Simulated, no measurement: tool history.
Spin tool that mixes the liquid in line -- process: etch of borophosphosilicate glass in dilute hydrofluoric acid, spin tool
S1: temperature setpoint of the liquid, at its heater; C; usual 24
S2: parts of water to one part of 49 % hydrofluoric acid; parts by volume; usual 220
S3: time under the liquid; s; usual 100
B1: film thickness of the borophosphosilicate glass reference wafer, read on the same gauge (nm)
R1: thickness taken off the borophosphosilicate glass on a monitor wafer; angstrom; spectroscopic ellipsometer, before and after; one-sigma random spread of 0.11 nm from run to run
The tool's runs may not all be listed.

Run 1, hour 0: usual settings; B1 30.02. Result: R1 241.8 angstrom.
Run 2, hour 64.4: usual settings; B1 30.01. Result: R1 242.2 angstrom.
Run 3, hour 107: usual settings; B1 29.98. Result: R1 242.3 angstrom.
Run 4, hour 165.5: usual settings but S2 150 parts by volume; B1 30. Result: R1 382.1 angstrom.
Run 5, hour 208.8: usual settings but S2 150 parts by volume; B1 29.96. Result: R1 385.4 angstrom.
Run 6, hour 273.5: usual settings but S3 65 s; B1 29.99. Result: R1 160.2 angstrom.
Run 7, hour 433: usual settings; B1 29.99. Result: R1 245.7 angstrom.
Run 8, hour 496.5: usual settings but S1 26.5 C, S3 115 s; B1 29.99. Result: R1 310 angstrom.
Run 9, hour 561.4: usual settings but S1 23 C, S2 275 parts by volume; B1 30.02. Result: R1 180.3 angstrom.
At hour 593.3: thermometer replaced.
Run 10, hour 619.1: usual settings but S1 23 C, S2 275 parts by volume; B1 30. Result: R1 180.8 angstrom.
Run 11, hour 687.7: usual settings but S1 25.5 C; B1 29.98. Result: R1 264 angstrom.
At hour 740.8: gauge calibrated.
Run 12, hour 749.9: usual settings but S1 25.5 C; B1 30.03. Result: R1 263.4 angstrom.
Run 13, hour 813.1: usual settings but S2 165 parts by volume; B1 29.98. Result: R1 354.5 angstrom.
Run 14, hour 849.8: usual settings but S2 165 parts by volume; B1 30. Result: R1 355.3 angstrom.
Run 15, hour 910.7: usual settings but S2 165 parts by volume; B1 30.02. Result: R1 353.7 angstrom.
Run 16, hour 962.2: usual settings; B1 30.04. Result: R1 251.1 angstrom.
Run 17, hour 998.7: usual settings but S1 22 C; B1 29.99. Result: R1 233.6 angstrom.
Run 18, hour 1064.7: usual settings but S1 26.5 C; B1 29.99. Result: R1 274.6 angstrom.
At hour 1117.7: hydrofluoric acid flow meter replaced.
Run 19, hour 1122.2: usual settings but S3 145 s; B1 30.03. Result: R1 353.2 angstrom.
Run 20, hour 1154.4: usual settings but S2 185 parts by volume, S3 85 s; B1 29.97. Result: R1 253.8 angstrom.
Run 21, hour 1211.6: usual settings but S2 310 parts by volume, S3 80 s; B1 29.99. Result: R1 126.2 angstrom.
Run 22, hour 1251.4: usual settings but S1 29 C; B1 30.02. Result: R1 288.8 angstrom.
Run 23, hour 1287.1: usual settings but S2 290 parts by volume; B1 30. Result: R1 172.4 angstrom.
Run 24, hour 1385: usual settings but S2 180 parts by volume; B1 29.98. Result: R1 312.7 angstrom.
Run 25, hour 1416.4: usual settings but S1 21.5 C, S3 155 s; B1 29.97. Result: R1 346.4 angstrom.
Run 26, hour 1460.6: usual settings; B1 29.97. Result: R1 246 angstrom.
Run 27, hour 1515.5: usual settings but S3 125 s; B1 30.02. Result: R1 308.8 angstrom.
Run 28, hour 1561.1: usual settings but S1 20.5 C, S2 260 parts by volume, S3 115 s; B1 29.99. Result: R1 203.2 angstrom.
Run 29, hour 1613.5: usual settings; B1 30.02. Result: R1 247.1 angstrom.
Run 30, hour 1648.8: usual settings; B1 29.99. Result: R1 244.4 angstrom.

What would each run have given without the hidden state, its run-to-run variation left as it was?
Hidden state at play: liquid colder than its thermometer reads (K); hydrofluoric acid flow above the setpoint (%); gauge reads high (%).
run     R1
  1  239.6
  2  239.4
  3  239.1
  4  376.6
  5  379.2
  6  157.1
  7  239.6
  8  301.4
  9  174.9
 10  174.9
 11    255
 12  253.8
 13  341.4
 14  341.7
 15  339.4
 16  240.2
 17  223.2
 18  261.5
 19  350.1
 20  251.3
 21  124.6
 22  284.8
 23  169.7
 24  307.1
 25  339.7
 26  240.8
 27  301.6
 28  198.1
 29  240.4
 30  237.5

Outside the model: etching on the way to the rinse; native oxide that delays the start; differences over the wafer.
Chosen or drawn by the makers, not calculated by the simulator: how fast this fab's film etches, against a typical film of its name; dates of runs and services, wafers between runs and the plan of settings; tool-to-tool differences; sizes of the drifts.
